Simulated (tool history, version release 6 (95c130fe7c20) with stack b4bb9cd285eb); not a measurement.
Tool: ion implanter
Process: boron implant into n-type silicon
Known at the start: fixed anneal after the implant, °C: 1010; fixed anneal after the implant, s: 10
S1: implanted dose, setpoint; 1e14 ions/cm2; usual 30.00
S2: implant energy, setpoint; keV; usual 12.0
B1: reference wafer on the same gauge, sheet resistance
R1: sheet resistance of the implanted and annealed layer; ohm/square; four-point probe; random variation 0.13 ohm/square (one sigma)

run     day     S1    S2     B1      R1
  1   0.000  30.00  12.0  82.63   82.44
  2   0.721  30.00  12.0  82.59   82.71
  3   1.988  30.00  12.0  82.60   82.73
  4   3.383  24.82  12.0  82.59   85.46
  5   4.138  24.82  12.0  82.58   85.23
  6   5.458  24.82  12.0  82.59   85.38
  7   6.838  30.00  12.0  82.65   82.84
  8   7.379  30.00  12.0  82.65   82.74
  9   8.525  30.00   9.5  82.58   95.52
 10   9.775  30.00   9.5  82.60   95.76
 11  10.317  30.00   9.5  82.60   95.56
 12  11.646  38.48   9.5  82.59   94.97
 13  13.071  21.58  13.5  82.63   84.43
 14  13.904  36.38  13.5  82.61   76.49
 15  15.362  38.25  14.0  82.60   74.36
 16  16.204  30.00  12.0  82.57   84.24
 17  17.696  21.70  15.5  82.60   78.94
 18  19.167  30.00  12.0  82.59   84.10
 19  20.396  27.72   9.5  82.62   98.01
 20  21.029  38.24  14.0  82.61   74.42
 21  22.025  37.02   9.0  82.58   98.34
 22  23.050  22.57  15.5  82.59   78.15
 23  23.904  36.49  16.0  82.60   68.94
 24  24.721  30.00  13.5  82.58   78.44
 25  28.842  30.00  12.0  82.62   84.23
 26  30.050  34.38  13.5  82.59   76.88
 27  30.908  21.95  13.5  82.60   84.31
 28  32.008  21.56   9.0  82.60  104.66
 29  33.525  30.00  12.0  82.54   84.06
 30  34.054  30.00  12.0  82.59   84.12
 31  35.342  35.48  15.5  82.62   70.48
 32  36.283  21.08  13.5  82.59   85.07
 33  37.471  26.24  10.0  82.63   95.69
 34  38.804  24.56  10.0  82.59   96.41
 35  40.104  21.57  13.5  82.62   84.45
 36  41.529  30.00  12.0  82.61   83.91

Not shown: 3 entries that the log had between the listed runs. Between which runs, and how does the tool's hidden state differ before and after?
Between runs 11 and 12: extraction supply calibrated (day 11.383)
  deviation of the true energy from its setpoint, %: 3.5 -> 0.265
  measured less the result without the state, R1: -2.08 -> -0.16 ohm/square
Between runs 12 and 13: gauge calibrated (day 12.571)
  deviation of the true energy from its setpoint, %: 0.265 -> 0.287
  measured less the result without the state, R1: -0.16 -> -0.11 ohm/square
Between runs 23 and 24: Faraday cup replaced and dose calibrated (day 24.700)
  deviation of the true energy from its setpoint, %: 0.451 -> 0.463
  measured less the result without the state, R1: -0.17 -> -0.21 ohm/square
